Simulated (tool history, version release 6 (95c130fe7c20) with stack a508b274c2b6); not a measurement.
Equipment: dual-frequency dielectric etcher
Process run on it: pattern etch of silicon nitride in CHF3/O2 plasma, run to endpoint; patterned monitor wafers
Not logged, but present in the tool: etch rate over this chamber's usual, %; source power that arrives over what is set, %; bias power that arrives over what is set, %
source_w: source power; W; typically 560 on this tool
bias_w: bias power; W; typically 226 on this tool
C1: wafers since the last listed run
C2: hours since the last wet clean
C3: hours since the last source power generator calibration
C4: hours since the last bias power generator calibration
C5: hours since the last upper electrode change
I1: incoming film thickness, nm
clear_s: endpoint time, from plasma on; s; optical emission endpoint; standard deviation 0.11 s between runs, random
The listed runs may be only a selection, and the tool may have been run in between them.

Run 1, day 0.000: usual settings; C1 0; C2 181.1; C3 4143.0; C4 1664.6; C5 5457.2; I1 59.9. Result: clear_s 36.7 s.
Run 2, day 0.583: usual settings; C1 135; C2 195.1; C3 4157.0; C4 1678.6; C5 5471.2; I1 59.5. Result: clear_s 36.4 s.
Run 3, day 1.233: usual settings; C1 151; C2 210.7; C3 4172.6; C4 1694.2; C5 5486.8; I1 59.8. Result: clear_s 36.8 s.
Run 4, day 1.721: usual settings; C1 113; C2 222.4; C3 4184.3; C4 1705.9; C5 5498.5; I1 60.1. Result: clear_s 36.8 s.
Run 5, day 2.054: usual settings but source_w 450 W; C1 77; C2 230.4; C3 4192.3; C4 1713.9; C5 5506.5; I1 59.9. Result: clear_s 42.2 s.
Run 6, day 2.338: usual settings; C1 65; C2 237.2; C3 4199.1; C4 1720.7; C5 5513.3; I1 60.1. Result: clear_s 36.6 s.
Run 7, day 2.771: usual settings; C1 100; C2 247.6; C3 4209.5; C4 1731.1; C5 5523.7; I1 60.2. Result: clear_s 36.8 s.
Run 8, day 3.412: usual settings but source_w 510 W; C1 149; C2 263.0; C3 4224.9; C4 1746.5; C5 5539.1; I1 60.5. Result: clear_s 39.1 s.
Run 9, day 3.829: usual settings but source_w 510 W; C1 96; C2 273.0; C3 4234.9; C4 1756.5; C5 5549.1; I1 59.9. Result: clear_s 38.7 s.
Run 10, day 4.538: usual settings but source_w 640 W, bias_w 198 W; C1 164; C2 290.0; C3 4251.9; C4 1773.5; C5 5566.1; I1 60.3. Result: clear_s 35.1 s.
Run 11, day 4.958: usual settings but source_w 640 W, bias_w 198 W; C1 97; C2 300.1; C3 4262.0; C4 1783.6; C5 5576.2; I1 59.6. Result: clear_s 34.9 s.
Run 12, day 5.321: usual settings but source_w 640 W, bias_w 198 W; C1 84; C2 308.8; C3 4270.7; C4 1792.3; C5 5584.9; I1 60.4. Result: clear_s 35.4 s.
Run 13, day 5.950: usual settings; C1 146; C2 323.9; C3 4285.8; C4 1807.4; C5 5600.0; I1 60.3. Result: clear_s 36.9 s.
Run 14, day 6.471: usual settings; C1 121; C2 336.4; C3 4298.3; C4 1819.9; C5 5612.5; I1 59.9. Result: clear_s 36.4 s.
Run 15, day 6.962: usual settings; C1 114; C2 348.2; C3 4310.1; C4 1831.7; C5 5624.3; I1 59.6. Result: clear_s 36.4 s.
Run 16, day 7.433: usual settings; C1 109; C2 359.5; C3 4321.4; C4 1843.0; C5 5635.6; I1 60.5. Result: clear_s 36.8 s.
Run 17, day 8.104: usual settings but bias_w 244 W; C1 156; C2 375.6; C3 4337.5; C4 1859.1; C5 5651.7; I1 59.7. Result: clear_s 35.6 s.
Run 18, day 8.504: usual settings but source_w 610 W, bias_w 206 W; C1 93; C2 385.2; C3 4347.1; C4 1868.7; C5 5661.3; I1 59.3. Result: clear_s 35.0 s.
Run 19, day 9.046: usual settings but bias_w 189 W; C1 125; C2 398.2; C3 4360.1; C4 1881.7; C5 5674.3; I1 60.8. Result: clear_s 38.7 s.
At day 9.912: bias power generator calibrated.
At day 10.738: upper electrode replaced.
At day 10.904: wet clean of the chamber.
Run 20, day 11.271: usual settings but source_w 690 W, bias_w 201 W; C1 248; C2 8.8; C3 4413.5; C4 32.6; C5 12.8; I1 60.4. Result: clear_s 34.1 s.
Run 21, day 12.312: usual settings; C1 242; C2 33.8; C3 4438.5; C4 57.6; C5 37.8; I1 59.8. Result: clear_s 37.0 s.
Run 22, day 12.575: usual settings; C1 61; C2 40.1; C3 4444.8; C4 63.9; C5 44.1; I1 60.5. Result: clear_s 37.2 s.
Run 23, day 12.938: usual settings but source_w 650 W, bias_w 265 W; C1 84; C2 48.8; C3 4453.5; C4 72.6; C5 52.8; I1 60.2. Result: clear_s 32.7 s.
At day 13.417: source power generator calibrated.
Run 24, day 13.529: usual settings but source_w 620 W, bias_w 171 W; C1 98; C2 63.0; C3 2.7; C4 86.8; C5 67.0; I1 60.2. Result: clear_s 37.5 s.
Run 25, day 14.208: usual settings; C1 157; C2 79.3; C3 19.0; C4 103.1; C5 83.3; I1 60.2. Result: clear_s 36.9 s.
Run 26, day 14.471: usual settings but source_w 430 W, bias_w 279 W; C1 61; C2 85.6; C3 25.3; C4 109.4; C5 89.6; I1 59.9. Result: clear_s 41.4 s.
Run 27, day 15.121: usual settings but source_w 420 W, bias_w 195 W; C1 151; C2 101.2; C3 40.9; C4 125.0; C5 105.2; I1 59.8. Result: clear_s 46.2 s.
Run 28, day 15.479: usual settings but source_w 430 W, bias_w 245 W; C1 83; C2 109.8; C3 49.5; C4 133.6; C5 113.8; I1 60.0. Result: clear_s 43.1 s.
Run 29, day 15.796: usual settings but source_w 440 W, bias_w 172 W; C1 73; C2 117.4; C3 57.1; C4 141.2; C5 121.4; I1 60.3. Result: clear_s 46.5 s.
Run 30, day 16.200: usual settings; C1 93; C2 127.1; C3 66.8; C4 150.9; C5 131.1; I1 59.8. Result: clear_s 36.7 s.
Run 31, day 16.492: usual settings but source_w 440 W, bias_w 176 W; C1 67; C2 134.1; C3 73.8; C4 157.9; C5 138.1; I1 59.9. Result: clear_s 45.8 s.
Run 32, day 16.867: usual settings but source_w 430 W, bias_w 173 W; C1 87; C2 143.1; C3 82.8; C4 166.9; C5 147.1; I1 60.5. Result: clear_s 47.6 s.
Run 33, day 17.308: usual settings but source_w 660 W; C1 102; C2 153.7; C3 93.4; C4 177.5; C5 157.7; I1 60.2. Result: clear_s 33.5 s.
Run 34, day 17.612: usual settings but source_w 600 W, bias_w 181 W; C1 70; C2 161.0; C3 100.7; C4 184.8; C5 165.0; I1 60.7. Result: clear_s 37.7 s.
Run 35, day 18.029: usual settings but source_w 450 W, bias_w 244 W; C1 96; C2 171.0; C3 110.7; C4 194.8; C5 175.0; I1 59.7. Result: clear_s 41.2 s.

A few steps of clear_s between consecutive runs. Split each: what settings, incoming material and random variation would produce without the hidden state, and what is left over for the hidden state, along with gauge scatter present in only one of the two compared results (measured, and without hidden state):
Run 3 -> 4: no setting touched and nothing written in the log between the runs. clear_s +0.0 s: hidden state -0.1, all else +0.1.
Run 19 -> 20: source_w 560 -> 690, bias_w 189 -> 201, bias power generator calibrated, upper electrode replaced, wet clean of the chamber. clear_s -4.6 s: hidden state +0.7, all else -5.3.
Run 29 -> 30: source_w 440 -> 560, bias_w 172 -> 226. clear_s -9.8 s: hidden state +0.1, all else -9.9.
Run 30 -> 31: source_w 560 -> 440, bias_w 226 -> 176. clear_s +9.1 s: hidden state -0.1, all else +9.2.
Run 32 -> 33: source_w 430 -> 660, bias_w 173 -> 226. clear_s -14.1 s: hidden state +0.2, all else -14.3.
